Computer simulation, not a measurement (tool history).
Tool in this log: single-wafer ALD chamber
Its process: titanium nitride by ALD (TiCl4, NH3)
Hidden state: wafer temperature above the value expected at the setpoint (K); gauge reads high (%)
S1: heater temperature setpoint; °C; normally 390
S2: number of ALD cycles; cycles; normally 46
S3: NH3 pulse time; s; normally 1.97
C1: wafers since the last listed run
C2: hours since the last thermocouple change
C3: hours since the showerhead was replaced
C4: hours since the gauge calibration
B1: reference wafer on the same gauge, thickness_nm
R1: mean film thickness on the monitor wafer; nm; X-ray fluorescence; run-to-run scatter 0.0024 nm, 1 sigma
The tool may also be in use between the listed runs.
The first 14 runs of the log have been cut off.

{"run": 15, "hour": 1036.1, "S1": 390, "S2": 49, "S3": 1.97, "C1": 288, "C2": 2072.2, "C3": 3489.7, "C4": 1652.5, "B1": 0.828, "R1": 1.024}
{"run": 16, "hour": 1076.0, "S1": 390, "S2": 46, "S3": 2.38, "C1": 156, "C2": 2112.1, "C3": 3529.6, "C4": 1692.4, "B1": 0.828, "R1": 0.968}
{"run": 17, "hour": 1176.3, "S1": 390, "S2": 46, "S3": 1.97, "C1": 393, "C2": 2212.4, "C3": 3629.9, "C4": 1792.7, "B1": 0.828, "R1": 0.96}
{"run": 18, "hour": 1259.5, "S1": 390, "S2": 46, "S3": 1.97, "C1": 326, "C2": 2295.6, "C3": 3713.1, "C4": 1875.9, "B1": 0.829, "R1": 0.96}
{"run": 19, "hour": 1349.6, "S1": 390, "S2": 46, "S3": 1.97, "C1": 353, "C2": 2385.7, "C3": 3803.2, "C4": 1966.0, "B1": 0.829, "R1": 0.963}
{"run": 20, "hour": 1407.9, "S1": 380, "S2": 46, "S3": 1.53, "C1": 228, "C2": 2444.0, "C3": 3861.5, "C4": 2024.3, "B1": 0.829, "R1": 0.939}
{"run": 21, "hour": 1452.1, "S1": 383, "S2": 50, "S3": 1.97, "C1": 173, "C2": 2488.2, "C3": 3905.7, "C4": 2068.5, "B1": 0.829, "R1": 1.04}
{"run": 22, "hour": 1552.6, "S1": 399, "S2": 39, "S3": 1.31, "C1": 394, "C2": 2588.7, "C3": 4006.2, "C4": 2169.0, "B1": 0.829, "R1": 0.81}
{"run": 23, "hour": 1628.3, "S1": 384, "S2": 50, "S3": 1.97, "C1": 296, "C2": 2664.4, "C3": 4081.9, "C4": 2244.7, "B1": 0.828, "R1": 1.034}
{"run": 24, "hour": 1693.8, "S1": 377, "S2": 42, "S3": 1.97, "C1": 256, "C2": 2729.9, "C3": 4147.4, "C4": 2310.2, "B1": 0.829, "R1": 0.866}
{"hour": 1718.5, "done": "gauge calibrated"}
{"hour": 1729.4, "done": "thermocouple changed; heater temperature recalibrated"}
{"run": 25, "hour": 1740.7, "S1": 377, "S2": 53, "S3": 2.39, "C1": 152, "C2": 11.3, "C3": 4194.3, "C4": 22.2, "B1": 0.815, "R1": 1.083}
{"run": 26, "hour": 1805.2, "S1": 390, "S2": 40, "S3": 1.97, "C1": 252, "C2": 75.8, "C3": 4258.8, "C4": 86.7, "B1": 0.816, "R1": 0.82}
{"run": 27, "hour": 1852.3, "S1": 380, "S2": 37, "S3": 1.75, "C1": 184, "C2": 122.9, "C3": 4305.9, "C4": 133.8, "B1": 0.817, "R1": 0.748}
{"run": 28, "hour": 1897.7, "S1": 390, "S2": 46, "S3": 1.97, "C1": 178, "C2": 168.3, "C3": 4351.3, "C4": 179.2, "B1": 0.818, "R1": 0.948}
{"run": 29, "hour": 1937.1, "S1": 384, "S2": 46, "S3": 1.97, "C1": 154, "C2": 207.7, "C3": 4390.7, "C4": 218.6, "B1": 0.818, "R1": 0.948}
{"run": 30, "hour": 2007.6, "S1": 390, "S2": 52, "S3": 1.27, "C1": 276, "C2": 278.2, "C3": 4461.2, "C4": 289.1, "B1": 0.819, "R1": 1.048}
{"run": 31, "hour": 2113.3, "S1": 405, "S2": 41, "S3": 1.29, "C1": 414, "C2": 383.9, "C3": 4566.9, "C4": 394.8, "B1": 0.821, "R1": 0.843}
{"hour": 2197.8, "done": "showerhead replaced"}
{"run": 32, "hour": 2198.3, "S1": 390, "S2": 49, "S3": 1.97, "C1": 301, "C2": 468.9, "C3": 0.5, "C4": 479.8, "B1": 0.822, "R1": 1.02}
{"run": 33, "hour": 2299.2, "S1": 384, "S2": 46, "S3": 1.97, "C1": 395, "C2": 569.8, "C3": 101.4, "C4": 580.7, "B1": 0.823, "R1": 0.944}
{"run": 34, "hour": 2341.4, "S1": 380, "S2": 46, "S3": 2.72, "C1": 165, "C2": 612.0, "C3": 143.6, "C4": 622.9, "B1": 0.823, "R1": 0.963}
{"run": 35, "hour": 2429.3, "S1": 390, "S2": 39, "S3": 1.42, "C1": 344, "C2": 699.9, "C3": 231.5, "C4": 710.8, "B1": 0.825, "R1": 0.798}
{"run": 36, "hour": 2521.2, "S1": 390, "S2": 46, "S3": 1.97, "C1": 360, "C2": 791.8, "C3": 323.4, "C4": 802.7, "B1": 0.825, "R1": 0.956}
{"run": 37, "hour": 2616.7, "S1": 399, "S2": 48, "S3": 2.17, "C1": 374, "C2": 887.3, "C3": 418.9, "C4": 898.2, "B1": 0.826, "R1": 1.014}
{"run": 38, "hour": 2689.8, "S1": 386, "S2": 54, "S3": 1.43, "C1": 286, "C2": 960.4, "C3": 492.0, "C4": 971.3, "B1": 0.825, "R1": 1.102}
{"run": 39, "hour": 2761.7, "S1": 376, "S2": 46, "S3": 1.34, "C1": 281, "C2": 1032.3, "C3": 563.9, "C4": 1043.2, "B1": 0.827, "R1": 0.917}

Each row is a separate what-if for the run after 39, all from the same tool condition, not one after another. Results?
{"run": "A", "hour": 2762.2, "S1": 390, "S2": 46, "S3": 1.97, "C1": 1, "C2": 1032.8, "C3": 564.4, "C4": 1043.7, "B1": "?", "R1": "?"}
{"run": "B", "hour": 2762.2, "S1": 390, "S2": 43, "S3": 1.59, "C1": 1, "C2": 1032.8, "C3": 564.4, "C4": 1043.7, "B1": "?", "R1": "?"}
{"run": "C", "hour": 2762.2, "S1": 380, "S2": 46, "S3": 1.97, "C1": 1, "C2": 1032.8, "C3": 564.4, "C4": 1043.7, "B1": "?", "R1": "?"}

run=A B1=0.826 R1=0.956
run=B B1=0.826 R1=0.884
run=C B1=0.826 R1=0.946
The same runs, with their run-to-run variation unchanged, on a tool lacking any hidden condition would have given:
run=A R1=0.942
run=B R1=0.870
run=C R1=0.932

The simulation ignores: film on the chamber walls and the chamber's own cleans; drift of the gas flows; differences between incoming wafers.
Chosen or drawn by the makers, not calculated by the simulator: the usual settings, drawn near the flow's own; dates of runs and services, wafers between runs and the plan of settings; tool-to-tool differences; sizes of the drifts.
